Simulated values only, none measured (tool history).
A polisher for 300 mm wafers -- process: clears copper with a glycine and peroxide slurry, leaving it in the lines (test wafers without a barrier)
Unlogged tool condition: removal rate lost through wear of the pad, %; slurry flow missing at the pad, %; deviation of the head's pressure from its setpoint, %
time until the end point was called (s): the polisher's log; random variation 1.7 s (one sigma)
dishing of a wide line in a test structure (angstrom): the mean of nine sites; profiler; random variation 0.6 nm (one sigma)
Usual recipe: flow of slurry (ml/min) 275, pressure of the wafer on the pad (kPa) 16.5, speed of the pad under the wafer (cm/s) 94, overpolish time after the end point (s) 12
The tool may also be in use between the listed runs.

run	hour	flow of slurry (ml/min)	pressure of the wafer on the pad (kPa)	speed of the pad under the wafer (cm/s)	overpolish time after the end point (s)	wafers since the last listed run	wafers polished on this pad	hours since the slurry nozzle was cleaned	hours since the head pressure was calibrated	incoming thickness of the incoming film, nm	time until the end point was called (s)	dishing of a wide line in a test structure (angstrom)
1	0.0	275	16.5	94	12	0	346	307.0	951.9	542.4	110.6	259
2	49.8	275	16.5	94	12	376	722	356.8	1001.7	539.0	112.6	267
3	56.4	275	16.5	94	12	49	772	363.4	1008.3	529.6	111.3	266
4	73.8	275	16.5	94	16	131	903	380.8	1025.7	545.2	110.8	303
5	81.8	275	16.5	94	16	60	964	388.8	1033.7	537.8	112.4	298
# hour 87.4: worn pad replaced by a new one
6	90.7	275	16.5	94	16	37	24	397.7	1042.6	537.0	111.4	293
7	103.9	275	16.5	94	12	99	124	410.9	1055.8	545.5	108.4	269
8	113.2	275	16.5	94	12	70	194	420.2	1065.1	541.1	109.8	264
9	157.8	275	16.5	94	12	336	531	464.8	1109.7	544.8	110.8	271
10	166.1	275	16.5	112	12	62	594	473.1	1118.0	537.1	94.2	277
11	180.5	275	16.5	112	12	108	703	487.5	1132.4	544.3	96.5	277
12	186.6	275	16.5	94	12	46	749	493.6	1138.5	540.8	108.9	263
# hour 204.0: worn pad replaced by a new one
13	204.5	275	16.5	94	12	105	4	511.5	1156.4	532.2	111.7	261
14	219.4	350	16.5	94	12	112	116	526.4	1171.3	536.9	107.7	277
# hour 225.5: head pressure recalibrated
15	254.0	215	19.3	78	15	246	362	561.0	28.5	542.2	120.4	288
16	268.0	310	20.7	94	12	105	468	575.0	42.5	540.3	95.8	282
17	274.9	345	16.5	94	12	52	520	581.9	49.4	534.8	108.8	257
18	289.6	275	16.5	94	19	111	631	596.6	64.1	538.1	110.7	321
# hour 294.4: slurry nozzle cleaned
19	305.3	360	16.5	94	12	111	743	10.9	79.8	538.6	107.3	253
20	322.4	245	11.0	94	12	129	872	28.0	96.9	547.9	139.4	233
21	330.8	275	16.5	94	10	63	935	36.4	105.3	547.5	112.0	242
# hour 342.8: worn pad replaced by a new one
22	343.3	275	16.5	82	12	64	3	48.9	117.8	534.5	123.5	267
23	346.7	275	16.5	94	18	25	29	52.3	121.2	543.3	110.0	308
24	379.8	275	18.6	94	12	250	279	85.4	154.3	545.1	105.0	265
25	395.4	275	16.5	94	12	117	397	101.0	169.9	541.3	111.5	262
26	409.2	350	19.3	94	12	104	501	114.8	183.7	546.1	99.7	278
27	423.0	275	13.1	94	14	104	605	128.6	197.5	534.3	128.3	273
28	431.2	190	20.0	122	12	61	667	136.8	205.7	535.4	84.5	303
29	438.6	275	16.5	126	19	55	723	144.2	213.1	536.2	86.0	340
30	447.9	240	16.5	66	12	70	794	153.5	222.4	530.4	148.6	229
31	463.6	190	16.5	78	12	118	912	169.2	238.1	535.9	128.3	242
# hour 471.4: worn pad replaced by a new one
32	475.4	190	17.9	68	15	58	30	181.0	249.9	537.6	140.4	265
33	486.0	275	16.5	94	12	80	110	191.6	260.5	547.2	113.5	260
34	496.9	275	16.5	94	12	82	193	202.5	271.4	546.8	112.5	271
35	512.6	275	16.5	94	12	118	311	218.2	287.1	543.9	110.8	261
36	530.4	275	22.1	70	12	134	446	236.0	304.9	545.3	116.5	256

3 options for the next run, each taken on its own from the tool as it stands now. Forecast them:
A	530.9	225	16.5	94	12	3	449	236.5	305.4	533.7	?	?
B	530.9	275	16.5	76	12	3	449	236.5	305.4	533.7	?	?
C	530.9	275	16.5	110	12	3	449	236.5	305.4	533.7	?	?

run	time until the end point was called (s)	dishing of a wide line in a test structure (angstrom)
A	111.0	258
B	127.9	242
C	95.6	275
Stripped of hidden state, with their random variation kept, the same runs would have yielded:
run	time until the end point was called (s)	dishing of a wide line in a test structure (angstrom)
A	111.0	258
B	127.9	242
C	95.6	275
